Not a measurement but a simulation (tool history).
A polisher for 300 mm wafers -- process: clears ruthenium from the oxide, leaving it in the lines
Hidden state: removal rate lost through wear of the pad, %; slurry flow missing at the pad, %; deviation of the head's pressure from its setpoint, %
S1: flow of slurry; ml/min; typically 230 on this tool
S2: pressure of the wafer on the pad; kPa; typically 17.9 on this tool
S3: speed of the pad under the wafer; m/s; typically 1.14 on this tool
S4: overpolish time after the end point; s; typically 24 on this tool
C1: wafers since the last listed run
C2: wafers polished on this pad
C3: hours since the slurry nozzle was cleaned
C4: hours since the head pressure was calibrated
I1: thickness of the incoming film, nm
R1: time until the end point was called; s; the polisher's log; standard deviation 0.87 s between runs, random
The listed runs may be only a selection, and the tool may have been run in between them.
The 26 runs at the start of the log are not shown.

Run 27, hour 371.9: usual settings but S2 13.8 kPa, S3 0.88 m/s, S4 14 s; C1 67; C2 658; C3 67.0; C4 245.5; I1 90.8. Result: R1 90.6 s.
Run 28, hour 388.7: usual settings but S1 310 ml/min; C1 130; C2 789; C3 83.8; C4 262.3; I1 89.1. Result: R1 52.9 s.
At hour 395.6: worn pad replaced by a new one.
Run 29, hour 400.5: usual settings but S4 17 s; C1 60; C2 37; C3 95.6; C4 274.1; I1 89.3. Result: R1 55.6 s.
Run 30, hour 414.5: usual settings but S2 23.4 kPa; C1 108; C2 146; C3 109.6; C4 288.1; I1 88.0. Result: R1 41.4 s.
Run 31, hour 428.4: usual settings but S4 28 s; C1 108; C2 254; C3 123.5; C4 302.0; I1 90.1. Result: R1 56.3 s.
Run 32, hour 438.2: usual settings but S1 265 ml/min, S2 15.9 kPa, S4 19 s; C1 76; C2 331; C3 133.3; C4 311.8; I1 90.0. Result: R1 63.1 s.
Run 33, hour 453.8: usual settings but S1 180 ml/min, S2 15.2 kPa; C1 121; C2 452; C3 148.9; C4 327.4; I1 89.1. Result: R1 67.7 s.
Run 34, hour 471.6: usual settings but S1 295 ml/min, S2 20.7 kPa, S4 16 s; C1 138; C2 591; C3 166.7; C4 345.2; I1 90.9. Result: R1 49.2 s.
Run 35, hour 487.0: usual settings but S1 250 ml/min, S2 13.1 kPa, S3 0.94 m/s, S4 10 s; C1 119; C2 711; C3 182.1; C4 360.6; I1 90.2. Result: R1 88.7 s.

What does the tool deliver on the next run?
Run 36, hour 502.9: usual settings but S1 255 ml/min, S2 13.8 kPa, S3 1.32 m/s, S4 31 s; C1 123; C2 834; C3 198.0; C4 376.5; I1 88.8. Result: R1 ?.

For run 36 the tool returned R1 65.5 s.
Had the tool carried no hidden state, the very same run would have given R1 64.6 s.
